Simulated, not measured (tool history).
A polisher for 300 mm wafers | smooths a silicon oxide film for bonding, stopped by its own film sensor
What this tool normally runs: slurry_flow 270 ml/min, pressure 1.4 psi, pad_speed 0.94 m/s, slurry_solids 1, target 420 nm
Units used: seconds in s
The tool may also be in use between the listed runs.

run     day  slurry_flow  pressure  pad_speed  slurry_solids  target  wafers since the last listed run  wafers polished on this pad  hours since the slurry nozzle was cleaned  hours since the head pressure was calibrated  hours since the slurry blender was calibrated  incoming thickness of the incoming film, nm  seconds
  1       0          270       1.4       0.94              1     420                                 0                          588                                      269.7                                         195.2                                             32                                        450.9     80.5
  2   3.267          270       1.4       0.94              1     420                               454                         1043                                      348.1                                         273.6                                          110.4                                        443.5     60.5
  3   5.508          270       1.4       1.12              1     420                               312                         1355                                      401.9                                         327.4                                          164.2                                        447.6     60.6
      9.746  -- head pressure recalibrated
  4   9.792          270       1.4       1.12              1     420                               584                         1940                                      504.7                                           1.1                                            267                                        454.7     77.2
  5  12.367          270       1.4       1.12              1     420                               358                         2298                                      566.5                                          62.9                                          328.8                                          453     75.7
      13.45  -- worn pad replaced by a new one
     14.117  -- slurry nozzle cleaned
  6  16.588          270       1.2       0.94              1     420                               558                          430                                       59.3                                         164.2                                          430.1                                          451     92.3
     16.854  -- slurry blender recalibrated
  7  20.142          270       1.4       0.94              1     418                               483                          914                                      144.6                                         249.5                                           78.9                                        450.4     82.7
  8  22.033          270       1.4       0.94              1     423                               263                         1177                                        190                                         294.9                                          124.3                                        448.6     63.5
  9  24.121          270       1.4       0.94              1     423                               290                         1467                                      240.1                                           345                                          174.4                                        449.5       65
 10  27.612          270       1.4       0.94              1     423                               486                         1953                                      323.9                                         428.8                                          258.2                                        452.1     70.9
     28.592  -- head pressure recalibrated
 11  31.925          270       1.4       0.94              1     420                               588                         2542                                      427.4                                            80                                          361.7                                        452.8     87.5
     32.808  -- worn pad replaced by a new one, of another model than before
     33.329  -- slurry blender recalibrated
 12  35.542          270       1.4       0.94              1     420                               468                          368                                      514.2                                         166.8                                           53.1                                        451.3     83.3
     37.567  -- slurry nozzle cleaned
 13  39.683          270       1.4       0.94              1     417                               570                          939                                       50.8                                         266.2                                          152.5                                          455     99.9
 14   42.45          270       1.4       1.12              1     420                               385                         1324                                      117.2                                         332.6                                          218.9                                        449.1     68.6
     46.288  -- head pressure recalibrated
 15  46.783          270       1.4       0.94              1     420                               591                         1916                                      221.2                                          11.9                                          322.9                                          458    100.1
     50.346  -- slurry blender recalibrated
     50.912  -- worn pad replaced by a new one
 16  57.938          215       1.4       1.08           1.25     420                              1517                          978                                      488.9                                         279.6                                          182.2                                        454.3     73.8
 17  59.583          270       1.4       0.94              1     420                               229                         1207                                      528.4                                         319.1                                          221.7                                        448.6     73.4
 18  63.583          270       1.4       1.16              1     416                               556                         1763                                      624.4                                         415.1                                          317.7                                        441.7     57.4

Estimate the outcome of run 19 from the log above:
     64.221  -- head pressure recalibrated
     64.517  -- slurry nozzle cleaned
 19  66.671          185       1.4       0.94            1.1     420                               412                         2176                                       51.7                                          58.8                                          391.8                                        454.8        ?

seconds: 90.6 s
With no hidden state in the tool, this same run would have given seconds 90.7 s.
